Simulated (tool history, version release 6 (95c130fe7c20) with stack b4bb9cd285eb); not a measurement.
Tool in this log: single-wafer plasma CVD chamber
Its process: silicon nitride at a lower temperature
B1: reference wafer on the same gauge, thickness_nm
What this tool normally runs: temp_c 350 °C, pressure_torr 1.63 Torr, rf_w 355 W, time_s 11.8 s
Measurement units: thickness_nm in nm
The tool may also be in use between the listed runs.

Run 1, hour 0.0: usual settings; B1 17.000. Result: thickness_nm 15.457 nm.
Run 2, hour 163.6: usual settings but rf_w 375 W; B1 17.003. Result: thickness_nm 15.818 nm.
Run 3, hour 220.7: usual settings but rf_w 375 W; B1 17.002. Result: thickness_nm 15.906 nm.
Run 4, hour 261.7: usual settings but rf_w 375 W; B1 16.999. Result: thickness_nm 15.852 nm.
Run 5, hour 432.7: usual settings but time_s 12.3 s; B1 17.005. Result: thickness_nm 15.967 nm.
At hour 460.3: showerhead replaced.
Run 6, hour 493.1: usual settings but time_s 12.3 s; B1 16.999. Result: thickness_nm 15.972 nm.
At hour 508.6: RF generator calibrated.
Run 7, hour 518.5: usual settings but time_s 12.3 s; B1 17.007. Result: thickness_nm 16.464 nm.
Run 8, hour 569.6: usual settings; B1 17.010. Result: thickness_nm 15.717 nm.
Run 9, hour 635.4: usual settings but temp_c 338 °C; B1 16.985. Result: thickness_nm 15.683 nm.
At hour 644.3: thermocouple changed; heater temperature recalibrated.
Run 10, hour 675.7: usual settings but temp_c 338 °C; B1 16.993. Result: thickness_nm 15.578 nm.
Run 11, hour 702.5: usual settings; B1 17.010. Result: thickness_nm 15.585 nm.
Run 12, hour 754.3: usual settings but pressure_torr 1.76 Torr; B1 16.991. Result: thickness_nm 15.898 nm.
Run 13, hour 797.4: usual settings but temp_c 338 °C, rf_w 400 W; B1 17.010. Result: thickness_nm 16.645 nm.
Run 14, hour 825.1: usual settings but temp_c 356 °C, pressure_torr 1.28 Torr, time_s 9.6 s; B1 16.993. Result: thickness_nm 12.029 nm.
At hour 870.6: capacitance manometer re-zeroed and calibrated.
Run 15, hour 871.0: usual settings; B1 16.998. Result: thickness_nm 15.448 nm.
At hour 871.4: gauge calibrated.
Run 16, hour 908.4: usual settings; B1 17.009. Result: thickness_nm 15.483 nm.
Run 17, hour 957.0: usual settings but pressure_torr 1.94 Torr; B1 16.993. Result: thickness_nm 16.011 nm.
Run 18, hour 986.4: usual settings but temp_c 341 °C, pressure_torr 1.83 Torr, rf_w 380 W; B1 16.996. Result: thickness_nm 16.567 nm.
Run 19, hour 1016.2: usual settings but temp_c 335 °C, time_s 10.6 s; B1 16.990. Result: thickness_nm 13.978 nm.
Run 20, hour 1086.5: usual settings; B1 17.008. Result: thickness_nm 15.506 nm.
Run 21, hour 1118.5: usual settings but temp_c 341 °C, pressure_torr 1.83 Torr, rf_w 380 W; B1 16.988. Result: thickness_nm 16.396 nm.
Run 22, hour 1168.6: usual settings but temp_c 340 °C, rf_w 325 W; B1 17.007. Result: thickness_nm 14.756 nm.
Run 23, hour 1220.0: usual settings but temp_c 340 °C, pressure_torr 1.93 Torr, rf_w 335 W, time_s 13.0 s; B1 17.016. Result: thickness_nm 17.082 nm.
Run 24, hour 1271.5: usual settings but rf_w 285 W; B1 16.996. Result: thickness_nm 13.642 nm.
Run 25, hour 1335.2: usual settings but temp_c 361 °C, pressure_torr 1.33 Torr, rf_w 310 W, time_s 12.9 s; B1 17.005. Result: thickness_nm 15.010 nm.
Run 26, hour 1388.0: usual settings but temp_c 358 °C, time_s 14.0 s; B1 17.002. Result: thickness_nm 18.192 nm.
Run 27, hour 1418.9: usual settings but temp_c 356 °C; B1 16.991. Result: thickness_nm 15.357 nm.
Run 28, hour 1444.3: usual settings but temp_c 344 °C, pressure_torr 1.78 Torr; B1 16.998. Result: thickness_nm 15.706 nm.

Branching from run 28: 4 alternative next runs. What would each branch give?
Run A, hour 1444.7: usual settings but pressure_torr 1.77 Torr; B1 ?. Result: thickness_nm ?.
Run B, hour 1444.7: usual settings but temp_c 337 °C, pressure_torr 1.39 Torr, time_s 10.3 s; B1 ?. Result: thickness_nm ?.
Run C, hour 1444.7: usual settings but temp_c 359 °C, pressure_torr 1.87 Torr, rf_w 405 W, time_s 13.1 s; B1 ?. Result: thickness_nm ?.
Run D, hour 1444.7: usual settings but temp_c 357 °C, pressure_torr 1.91 Torr; B1 ?. Result: thickness_nm ?.

run      B1  thickness_nm
  A  16.984        15.569
  B  16.984        13.036
  C  16.984        18.692
  D  16.984        15.765
Without the tool's unlogged condition, the same runs would have read:
run  thickness_nm
  A        16.005
  B        13.401
  C        19.202
  D        16.207
